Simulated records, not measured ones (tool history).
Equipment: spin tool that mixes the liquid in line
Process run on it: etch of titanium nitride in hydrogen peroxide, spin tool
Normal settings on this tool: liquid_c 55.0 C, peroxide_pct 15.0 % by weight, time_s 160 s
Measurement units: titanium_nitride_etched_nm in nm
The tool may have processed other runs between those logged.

run,day,liquid_c,peroxide_pct,time_s,"read-back film thickness of the titanium nitride reference wafer, read on the same gauge (nm)",titanium_nitride_etched_nm
1,0.000,55.0,18.5,135,90.02,6.50
2,1.329,55.0,18.5,135,89.98,6.49
3,1.938,55.0,18.5,135,89.98,6.46
4,2.662,52.0,15.0,160,90.03,5.83
5,3.175,55.0,15.0,160,89.97,7.22
6,3.488,55.0,15.0,160,89.96,7.32
7,4.212,55.0,15.0,160,90.01,7.25
# day 4.517: peroxide flow meter replaced
8,4.638,55.0,16.5,160,89.99,7.27
# day 5.158: heated supply line repaired
9,5.350,55.0,15.0,160,89.95,8.61
10,5.829,55.0,15.0,160,90.02,8.71
11,6.550,55.0,15.0,160,89.98,8.45
12,7.154,55.0,15.0,160,89.98,8.53
13,7.742,45.0,16.5,250,90.03,6.57
# day 8.125: new drum of peroxide connected
14,8.421,59.5,19.0,195,89.99,14.95
15,8.696,55.0,15.0,160,89.97,8.55
# day 8.788: gauge calibrated
16,9.292,55.0,18.5,135,90.01,7.38
17,9.946,60.5,16.5,100,90.01,7.86
18,10.650,55.0,15.0,160,89.99,8.41
# day 10.942: thermometer replaced
19,11.079,55.0,12.5,245,90.01,14.29

What will run 20 give?
20,11.417,47.0,13.0,160,?,?

{"run 20": {"read-back film thickness of the titanium nitride reference wafer, read on the same gauge (nm)": 89.98, "titanium_nitride_etched_nm": 5.22}}
Had the tool carried no hidden state, the very same run would have given titanium_nitride_etched_nm 5.51 nm.
